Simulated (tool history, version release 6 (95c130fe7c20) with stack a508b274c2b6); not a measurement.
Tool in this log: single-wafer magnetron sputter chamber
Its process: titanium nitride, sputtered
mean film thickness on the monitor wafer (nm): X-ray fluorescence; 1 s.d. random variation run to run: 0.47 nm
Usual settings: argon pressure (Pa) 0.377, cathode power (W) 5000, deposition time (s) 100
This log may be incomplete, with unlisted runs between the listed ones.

| run | hour | argon pressure (Pa) | cathode power (W) | deposition time (s) | read-back reference wafer on the same gauge, thickness_nm | mean film thickness on the monitor wafer (nm) |
|---|---|---|---|---|---|---|
| 1 | 0 | 0.377 | 5000 | 100 | 126.754 | 106.78 |
|  | 41.6 | sputter target and shields replaced |
| 2 | 84.4 | 0.377 | 5000 | 100 | 126.782 | 107.392 |
| 3 | 169.7 | 0.377 | 5000 | 111 | 126.836 | 118.512 |
| 4 | 242.1 | 0.377 | 5000 | 111 | 127.255 | 118.901 |
| 5 | 282.6 | 0.377 | 5000 | 111 | 126.997 | 118.33 |
| 6 | 335.3 | 0.301 | 5350 | 100 | 127.062 | 118.434 |
|  | 428.7 | sputter target and shields replaced |
| 7 | 429.2 | 0.377 | 5000 | 100 | 127.195 | 107.386 |
| 8 | 518.2 | 0.377 | 5000 | 100 | 127.085 | 107.034 |
| 9 | 617.2 | 0.377 | 6150 | 83 | 127.253 | 109.249 |
|  | 692 | gauge calibrated |
| 10 | 706.3 | 0.498 | 4100 | 87 | 124.008 | 70.784 |
|  | 766 | sputter target and shields replaced |
|  | 784.3 | capacitance manometer re-zeroed and calibrated |
| 11 | 790.6 | 0.377 | 5900 | 107 | 124.395 | 132.96 |
|  | 856.3 | magnet pack replaced |
| 12 | 895 | 0.377 | 5000 | 100 | 124.795 | 105.374 |
| 13 | 995.3 | 0.377 | 4250 | 100 | 125.36 | 90.787 |
| 14 | 1062.3 | 0.31 | 5950 | 89 | 125.586 | 116.136 |
| 15 | 1111.5 | 0.474 | 5000 | 116 | 125.645 | 117.383 |
| 16 | 1148.7 | 0.377 | 5000 | 100 | 125.532 | 105.999 |

Each row is a separate what-if for the run after 16, all from the same tool condition, not one after another. Results?
| A | 1149.1 | 0.377 | 5000 | 100 | ? | ? |
| B | 1149.1 | 0.24 | 4400 | 100 | ? | ? |
| C | 1149.1 | 0.258 | 4250 | 100 | ? | ? |

| run | read-back reference wafer on the same gauge, thickness_nm | mean film thickness on the monitor wafer (nm) |
|---|---|---|
| A | 125.775 | 106.317 |
| B | 125.775 | 99.512 |
| C | 125.775 | 95.337 |
Without the tool's hidden state the same runs would have given:
| run | mean film thickness on the monitor wafer (nm) |
|---|---|
| A | 104.729 |
| B | 98.026 |
| C | 93.912 |
